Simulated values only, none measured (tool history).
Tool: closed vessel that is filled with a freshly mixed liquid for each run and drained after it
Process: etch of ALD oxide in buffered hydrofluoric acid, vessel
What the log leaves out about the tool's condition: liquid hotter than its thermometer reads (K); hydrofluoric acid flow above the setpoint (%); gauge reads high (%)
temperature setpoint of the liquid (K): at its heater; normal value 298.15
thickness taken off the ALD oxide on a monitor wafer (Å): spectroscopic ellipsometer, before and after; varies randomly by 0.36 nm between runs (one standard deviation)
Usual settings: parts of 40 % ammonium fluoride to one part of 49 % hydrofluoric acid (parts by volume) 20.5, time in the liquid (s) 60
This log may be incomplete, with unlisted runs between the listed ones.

run,day,temperature setpoint of the liquid (K),parts of 40 % ammonium fluoride to one part of 49 % hydrofluoric acid (parts by volume),time in the liquid (s),wafers since the last listed run,hours since the thermometer was replaced,hours since the hydrofluoric acid flow meter was replaced,hours since the gauge calibration,"read-back film thickness of the ALD oxide reference wafer, read on the same gauge (nm)",thickness taken off the ALD oxide on a monitor wafer (Å)
1,0.000,298.15,20.5,60,0,1585.0,1680.6,217.5,99.98,539.8
2,2.596,298.15,20.5,60,8472,1647.3,1742.9,279.8,99.99,540.8
3,5.525,298.15,20.5,60,9560,1717.6,1813.2,350.1,100.01,536.2
4,7.288,298.15,20.5,60,5752,1759.9,1855.5,392.4,100.00,545.6
5,9.712,298.15,20.5,60,7915,1818.1,1913.7,450.6,100.01,554.9
6,10.804,298.15,20.5,60,3563,1844.3,1939.9,476.8,99.97,560.6
7,12.362,298.15,20.5,60,5086,1881.7,1977.3,514.2,100.02,557.3
8,14.167,301.15,20.5,60,5888,1925.0,2020.6,557.5,99.98,651.2
9,16.396,298.15,20.5,60,7275,1978.5,2074.1,611.0,100.03,567.6
10,17.646,296.65,15.0,60,4079,2008.5,2104.1,641.0,99.99,710.3
# day 21.988: thermometer replaced
# day 23.492: gauge calibrated
11,24.679,302.65,26.0,80,22820,64.6,2272.9,28.5,100.00,700.6
12,25.750,294.15,13.5,80,3495,90.3,2298.6,54.2,100.01,812.3
# day 26.996: hydrofluoric acid flow meter replaced
13,27.800,300.15,20.5,60,6555,139.5,19.3,103.4,99.98,495.5
14,30.325,298.15,26.5,85,8241,200.1,79.9,164.0,100.00,541.2
15,32.142,298.15,20.5,60,5929,243.7,123.5,207.6,99.96,457.9
16,34.288,298.15,24.0,60,7003,295.2,175.0,259.1,100.03,404.4

Here are 5 independent what-if runs from the current tool condition. What would each one return?
A,34.317,302.15,20.5,60,95,295.9,175.7,259.8,?,?
B,34.317,301.15,20.5,35,95,295.9,175.7,259.8,?,?
C,34.317,293.65,14.0,85,95,295.9,175.7,259.8,?,?
D,34.317,298.15,28.5,45,95,295.9,175.7,259.8,?,?
E,34.317,298.15,13.0,60,95,295.9,175.7,259.8,?,?

run,"read-back film thickness of the ALD oxide reference wafer, read on the same gauge (nm)",thickness taken off the ALD oxide on a monitor wafer (Å)
A,100.02,561.7
B,100.02,310.7
C,100.02,729.8
D,100.02,271.0
E,100.02,709.2
Without the tool's unlogged condition, the same runs would have read:
run,thickness taken off the ALD oxide on a monitor wafer (Å)
A,541.4
B,299.4
C,697.6
D,261.1
E,678.3
